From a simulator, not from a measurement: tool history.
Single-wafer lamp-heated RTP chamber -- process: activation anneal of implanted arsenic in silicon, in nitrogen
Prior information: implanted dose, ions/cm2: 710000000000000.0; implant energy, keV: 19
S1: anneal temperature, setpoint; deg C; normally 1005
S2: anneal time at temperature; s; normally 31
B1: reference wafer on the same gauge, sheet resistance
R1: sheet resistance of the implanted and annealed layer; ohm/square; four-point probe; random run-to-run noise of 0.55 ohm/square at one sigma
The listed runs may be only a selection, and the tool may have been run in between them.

run,day,S1,S2,B1,R1
1,0,1005,31,170.13,154.01
# day 9.183: pyrometer window cleaned and pyrometer calibrated
2,11.021,1005,31,170.1,156.35
3,14.542,1005,31,170,155.45
# day 14.975: reflector plate cleaned
4,22.146,1005,31,169.96,154.33
5,26.358,1005,31,170.08,154.88
6,30.742,1005,31,169.99,154.52
7,34.479,1005,31,169.92,153.96
8,36.979,1005,31,169.99,155.11
9,41,1005,31,169.97,154.41
# day 42.317: pyrometer window cleaned and pyrometer calibrated
10,44.571,1005,31,169.96,155.98
11,47.675,1005,31,170.01,155.2
12,51.817,1005,31,170.01,155.28
13,53.883,1005,31,169.82,155.07
14,57.542,1005,31,170.04,155.15
15,60.058,1005,31,169.98,155.24
# day 62.058: gauge calibrated
16,63.317,993,48,170.03,152.25
17,65.179,1033,15,170.08,155.03
18,68.562,988,14,169.89,164.33

For run 19, what comes out?
19,70.296,1005,23,?,?

Run 19 measured B1 170, R1 157.14 ohm/square.
Minus the tool's unlogged condition, the same run would have read R1 159.8 ohm/square.
